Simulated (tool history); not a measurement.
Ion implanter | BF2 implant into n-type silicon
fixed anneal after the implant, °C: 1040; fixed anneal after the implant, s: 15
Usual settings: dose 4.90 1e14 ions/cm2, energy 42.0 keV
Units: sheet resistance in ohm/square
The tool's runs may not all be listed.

run	hour	dose	energy	wafers since the last listed run	hours since the last dose calibration	hours since the extraction supply was calibrated	hours since the gauge calibration	read-back reference wafer on the same gauge, sheet resistance	sheet resistance
1	0.0	5.78	36.0	0	1113.2	6662.1	186.1	246.95	211.70
2	19.4	3.87	45.0	440	1132.6	6681.5	205.5	246.94	290.52
3	85.3	3.87	45.0	1497	1198.5	6747.4	271.4	246.98	289.17
4	112.2	4.90	48.5	611	1225.4	6774.3	298.3	247.17	236.06
5	157.7	4.90	48.5	1033	1270.9	6819.8	343.8	246.84	235.31
6	179.3	3.95	42.0	490	1292.5	6841.4	365.4	246.86	282.51
7	193.8	3.95	42.0	329	1307.0	6855.9	379.9	247.10	285.62
8	216.5	3.95	42.0	515	1329.7	6878.6	402.6	246.96	286.34
9	245.1	4.90	42.0	649	1358.3	6907.2	431.2	247.10	237.51
10	270.6	4.90	42.0	579	1383.8	6932.7	456.7	246.96	240.23
11	285.2	5.39	42.0	331	1398.4	6947.3	471.3	247.09	222.02
12	317.4	4.90	48.5	731	1430.6	6979.5	503.5	247.00	235.27
# hour 325.5: gauge calibrated
13	352.4	3.88	42.0	795	1465.6	7014.5	26.9	246.83	291.16
14	387.2	3.96	32.5	790	1500.4	7049.3	61.7	247.06	294.13
15	419.7	4.90	42.0	738	1532.9	7081.8	94.2	246.88	240.46
16	439.7	6.16	51.5	454	1552.9	7101.8	114.2	246.84	192.75
# hour 453.2: extraction supply calibrated
# hour 457.7: Faraday cup replaced and dose calibrated
17	470.0	4.90	49.0	403	12.3	16.8	144.5	247.10	237.11
18	505.0	4.39	31.0	795	47.3	51.8	179.5	247.09	270.68
19	530.8	3.44	42.0	586	73.1	77.6	205.3	246.86	321.56
20	554.8	4.26	54.5	545	97.1	101.6	229.3	247.14	261.11
21	589.0	4.90	37.5	777	131.3	135.8	263.5	246.81	242.33

The tool's hidden state at each run:
deviation of the true dose from the Faraday cup's reading, %: 0 in every run
deviation of the true energy from its setpoint, %: 0 in every run
gauge reads high (%): 0 in every run
